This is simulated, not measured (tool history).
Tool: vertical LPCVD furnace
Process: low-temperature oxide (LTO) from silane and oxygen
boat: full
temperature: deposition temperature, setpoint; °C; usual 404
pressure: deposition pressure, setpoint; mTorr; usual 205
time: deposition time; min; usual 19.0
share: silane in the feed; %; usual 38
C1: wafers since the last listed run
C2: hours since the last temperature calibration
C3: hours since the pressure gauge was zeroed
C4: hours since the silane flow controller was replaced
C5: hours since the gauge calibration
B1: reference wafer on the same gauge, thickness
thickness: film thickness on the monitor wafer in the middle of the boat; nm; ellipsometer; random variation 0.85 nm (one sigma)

Run 1, day 0.000: usual settings; C1 0; C2 4321.1; C3 3791.5; C4 4148.6; C5 86.6; B1 155.80. Result: thickness 150.97 nm.
Run 2, day 1.762: usual settings but time 14.0 min, share 34 %; C1 580; C2 4363.4; C3 3833.8; C4 4190.9; C5 128.9; B1 155.63. Result: thickness 96.47 nm.
Run 3, day 2.783: usual settings but time 24.5 min; C1 336; C2 4387.9; C3 3858.3; C4 4215.4; C5 153.4; B1 155.50. Result: thickness 196.13 nm.
Run 4, day 5.525: usual settings but time 24.5 min; C1 903; C2 4453.7; C3 3924.1; C4 4281.2; C5 219.2; B1 155.42. Result: thickness 197.72 nm.
Run 5, day 8.121: usual settings; C1 855; C2 4516.0; C3 3986.4; C4 4343.5; C5 281.5; B1 155.25. Result: thickness 150.03 nm.
Run 6, day 10.433: usual settings but temperature 412 °C; C1 761; C2 4571.5; C3 4041.9; C4 4399.0; C5 337.0; B1 154.67. Result: thickness 166.24 nm.
Run 7, day 12.871: usual settings but temperature 412 °C; C1 803; C2 4630.0; C3 4100.4; C4 4457.5; C5 395.5; B1 154.33. Result: thickness 163.42 nm.
Run 8, day 14.204: usual settings but temperature 412 °C; C1 439; C2 4662.0; C3 4132.4; C4 4489.5; C5 427.5; B1 154.04. Result: thickness 164.39 nm.
Run 9, day 15.550: usual settings; C1 443; C2 4694.3; C3 4164.7; C4 4521.8; C5 459.8; B1 153.85. Result: thickness 151.05 nm.
At day 21.412: silane flow controller replaced.
Run 10, day 21.433: usual settings but temperature 394 °C, pressure 250 mTorr, time 16.0 min; C1 1609; C2 4835.5; C3 4305.9; C4 0.5; C5 601.0; B1 152.18. Result: thickness 136.08 nm.
Run 11, day 23.458: usual settings but temperature 394 °C; C1 667; C2 4884.1; C3 4354.5; C4 49.1; C5 649.6; B1 151.98. Result: thickness 131.76 nm.
Run 12, day 25.708: usual settings but pressure 155 mTorr; C1 741; C2 4938.1; C3 4408.5; C4 103.1; C5 703.6; B1 151.05. Result: thickness 110.54 nm.
At day 26.712: gauge calibrated.
At day 27.071: thermocouples replaced and temperature profile calibrated.
At day 28.029: pressure gauge zeroed.
Run 13, day 28.050: usual settings but temperature 393 °C, share 41 %; C1 126; C2 23.5; C3 0.5; C4 159.3; C5 32.1; B1 155.69. Result: thickness 147.09 nm.
Run 14, day 29.900: usual settings but temperature 393 °C, share 41 %; C1 609; C2 67.9; C3 44.9; C4 203.7; C5 76.5; B1 155.71. Result: thickness 147.94 nm.
Run 15, day 32.458: usual settings but temperature 395 °C, pressure 230 mTorr; C1 842; C2 129.3; C3 106.3; C4 265.1; C5 137.9; B1 155.55. Result: thickness 155.80 nm.
Run 16, day 34.683: usual settings; C1 733; C2 182.7; C3 159.7; C4 318.5; C5 191.3; B1 155.47. Result: thickness 152.79 nm.
Run 17, day 36.842: usual settings but temperature 409 °C, pressure 240 mTorr; C1 711; C2 234.5; C3 211.5; C4 370.3; C5 243.1; B1 155.14. Result: thickness 187.66 nm.
Run 18, day 39.762: usual settings but temperature 409 °C, pressure 175 mTorr; C1 962; C2 304.6; C3 281.6; C4 440.4; C5 313.2; B1 155.14. Result: thickness 136.19 nm.

Hidden state or all else? Some run-to-run changes of thickness, split into what the settings, what came in and random variation would give without the hidden state, and what is left for the hidden state (with any gauge scatter that isn't in both results):
The hidden state here: true tube temperature minus thermocouple reading, K; true pressure minus gauge reading, mTorr; deviation of the silane flow from its setpoint, %; gauge reads high (%).
Run 2 -> 3: time 14.0 -> 24.5, share 34 -> 38. thickness +99.66 nm: hidden state -0.34, all else +100.00.
Run 12 -> 13: temperature 404 -> 393, pressure 155 -> 205, share 38 -> 41, gauge calibrated, thermocouples replaced and temperature profile calibrated, pressure gauge zeroed. thickness +36.55 nm: hidden state +3.37, all else +33.18.

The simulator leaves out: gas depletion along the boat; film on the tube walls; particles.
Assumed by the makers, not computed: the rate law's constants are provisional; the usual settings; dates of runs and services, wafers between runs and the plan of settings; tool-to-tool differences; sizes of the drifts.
